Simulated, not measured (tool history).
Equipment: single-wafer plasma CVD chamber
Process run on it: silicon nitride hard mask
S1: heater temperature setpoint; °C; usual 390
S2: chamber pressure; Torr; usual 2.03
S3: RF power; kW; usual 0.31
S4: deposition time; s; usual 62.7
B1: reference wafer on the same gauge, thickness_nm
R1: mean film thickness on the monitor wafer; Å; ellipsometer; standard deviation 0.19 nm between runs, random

{"run": 1, "day": 0.0, "S1": 390, "S2": 2.03, "S3": 0.31, "S4": 62.7, "B1": 86.628, "R1": 724.4}
{"run": 2, "day": 1.388, "S1": 390, "S2": 2.03, "S3": 0.31, "S4": 62.7, "B1": 86.593, "R1": 725.29}
{"run": 3, "day": 2.775, "S1": 390, "S2": 2.03, "S3": 0.31, "S4": 62.7, "B1": 86.659, "R1": 723.29}
{"run": 4, "day": 4.496, "S1": 390, "S2": 2.03, "S3": 0.31, "S4": 62.7, "B1": 86.516, "R1": 721.82}
{"run": 5, "day": 8.758, "S1": 390, "S2": 2.03, "S3": 0.31, "S4": 65.6, "B1": 86.572, "R1": 755.2}
{"run": 6, "day": 10.146, "S1": 390, "S2": 2.03, "S3": 0.31, "S4": 65.6, "B1": 86.55, "R1": 749.43}
{"run": 7, "day": 11.554, "S1": 390, "S2": 2.03, "S3": 0.31, "S4": 65.6, "B1": 86.643, "R1": 750.76}
{"day": 12.004, "done": "thermocouple changed; heater temperature recalibrated"}
{"run": 8, "day": 12.708, "S1": 390, "S2": 1.7, "S3": 0.31, "S4": 62.7, "B1": 86.609, "R1": 669.44}
{"run": 9, "day": 13.471, "S1": 390, "S2": 2.03, "S3": 0.31, "S4": 62.7, "B1": 86.573, "R1": 718.57}
{"run": 10, "day": 14.804, "S1": 390, "S2": 2.03, "S3": 0.31, "S4": 62.7, "B1": 86.644, "R1": 715.2}
{"run": 11, "day": 16.271, "S1": 390, "S2": 2.03, "S3": 0.31, "S4": 62.7, "B1": 86.602, "R1": 717.76}
{"run": 12, "day": 17.579, "S1": 390, "S2": 2.03, "S3": 0.31, "S4": 62.7, "B1": 86.655, "R1": 713.27}
{"run": 13, "day": 18.35, "S1": 390, "S2": 2.03, "S3": 0.31, "S4": 62.7, "B1": 86.648, "R1": 714.6}
{"run": 14, "day": 19.096, "S1": 390, "S2": 2.03, "S3": 0.31, "S4": 62.7, "B1": 86.653, "R1": 715.18}
{"run": 15, "day": 19.767, "S1": 390, "S2": 2.03, "S3": 0.345, "S4": 62.7, "B1": 86.657, "R1": 777.38}
{"day": 20.279, "done": "RF generator calibrated"}
{"run": 16, "day": 20.717, "S1": 390, "S2": 2.49, "S3": 0.31, "S4": 62.7, "B1": 86.61, "R1": 794.6}
{"day": 21.188, "done": "showerhead replaced"}
{"day": 21.233, "done": "capacitance manometer re-zeroed and calibrated"}
{"run": 17, "day": 21.633, "S1": 390, "S2": 2.03, "S3": 0.31, "S4": 62.7, "B1": 86.655, "R1": 762.06}
{"day": 22.121, "done": "gauge calibrated"}
{"run": 18, "day": 23.062, "S1": 378, "S2": 2.03, "S3": 0.275, "S4": 62.7, "B1": 86.618, "R1": 695.19}
{"run": 19, "day": 23.638, "S1": 390, "S2": 2.03, "S3": 0.33, "S4": 62.7, "B1": 86.557, "R1": 800.55}
{"run": 20, "day": 24.825, "S1": 390, "S2": 2.03, "S3": 0.31, "S4": 58.2, "B1": 86.636, "R1": 707.92}
{"run": 21, "day": 26.267, "S1": 390, "S2": 2.03, "S3": 0.31, "S4": 62.7, "B1": 86.537, "R1": 761.51}
{"run": 22, "day": 27.262, "S1": 380, "S2": 2.03, "S3": 0.26, "S4": 72.1, "B1": 86.628, "R1": 762.66}
{"run": 23, "day": 28.042, "S1": 390, "S2": 2.03, "S3": 0.31, "S4": 62.7, "B1": 86.661, "R1": 764.7}
{"run": 24, "day": 29.371, "S1": 390, "S2": 2.26, "S3": 0.31, "S4": 62.7, "B1": 86.648, "R1": 789.21}
{"run": 25, "day": 30.358, "S1": 398, "S2": 1.78, "S3": 0.335, "S4": 62.7, "B1": 86.535, "R1": 763.82}
{"run": 26, "day": 31.188, "S1": 399, "S2": 2.49, "S3": 0.34, "S4": 62.7, "B1": 86.584, "R1": 864.51}
{"run": 27, "day": 32.504, "S1": 390, "S2": 2.03, "S3": 0.36, "S4": 72.8, "B1": 86.524, "R1": 987.51}
{"run": 28, "day": 33.446, "S1": 402, "S2": 2.03, "S3": 0.31, "S4": 55.7, "B1": 86.573, "R1": 670.24}

Here are 4 independent what-if runs from the current tool condition. What would each one return?
{"run": "A", "day": 33.462, "S1": 390, "S2": 2.03, "S3": 0.31, "S4": 62.7, "B1": "?", "R1": "?"}
{"run": "B", "day": 33.462, "S1": 383, "S2": 1.58, "S3": 0.31, "S4": 62.7, "B1": "?", "R1": "?"}
{"run": "C", "day": 33.462, "S1": 394, "S2": 2.03, "S3": 0.255, "S4": 62.7, "B1": "?", "R1": "?"}
{"run": "D", "day": 33.462, "S1": 390, "S2": 2.03, "S3": 0.31, "S4": 70.7, "B1": "?", "R1": "?"}

run=A B1=86.542 R1=757.69
run=B B1=86.542 R1=689.78
run=C B1=86.542 R1=640.88
run=D B1=86.542 R1=854.2
With the hidden condition removed and each run's random variation left untouched, the same runs would have given:
run=A R1=762.56
run=B R1=694.3
run=C R1=645.27
run=D R1=859.7
